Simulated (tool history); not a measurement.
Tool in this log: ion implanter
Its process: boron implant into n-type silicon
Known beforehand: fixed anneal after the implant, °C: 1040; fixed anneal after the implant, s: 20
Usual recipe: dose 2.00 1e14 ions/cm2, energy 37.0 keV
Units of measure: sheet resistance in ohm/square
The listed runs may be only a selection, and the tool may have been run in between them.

run,day,dose,energy,"read-back reference wafer on the same gauge, sheet resistance",sheet resistance
1,0.000,2.00,37.0,342.83,420.33
2,0.538,2.00,37.0,343.07,419.14
3,1.396,2.30,41.0,343.07,370.12
4,3.171,2.30,41.0,343.05,368.95
5,3.883,2.26,37.0,343.08,378.92
6,5.238,1.68,29.0,342.87,489.72
7,6.604,1.68,29.0,343.06,489.57
# day 6.958: Faraday cup replaced and dose calibrated
8,7.608,2.00,37.0,342.91,423.31
9,8.808,2.00,37.0,342.99,423.95
10,10.204,1.73,37.0,342.90,472.74
11,11.496,2.32,45.0,342.91,364.52
# day 12.854: extraction supply calibrated
12,12.875,1.60,33.0,342.84,506.32
# day 13.429: gauge calibrated
13,13.938,2.45,33.0,342.85,365.65
14,14.675,2.30,41.5,343.18,373.92
15,15.296,2.35,49.0,342.96,357.83
16,16.125,2.39,40.5,343.20,360.80
17,16.917,1.68,29.0,343.08,498.97
18,17.571,1.69,31.5,343.15,487.81
19,18.592,2.00,37.0,343.03,419.16

5 options for the next run, each taken on its own from the tool as it stands now. Forecast them:
A,18.608,2.00,30.0,?,?
B,18.608,2.41,28.0,?,?
C,18.608,1.61,31.5,?,?
D,18.608,2.35,37.0,?,?
E,18.608,1.51,37.0,?,?

run,"read-back reference wafer on the same gauge, sheet resistance",sheet resistance
A,343.05,429.88
B,343.05,373.42
C,343.05,505.70
D,343.05,368.85
E,343.05,518.13
With no hidden state in the tool, these same runs would have given:
run,sheet resistance
A,435.37
B,378.29
C,511.98
D,373.56
E,524.40
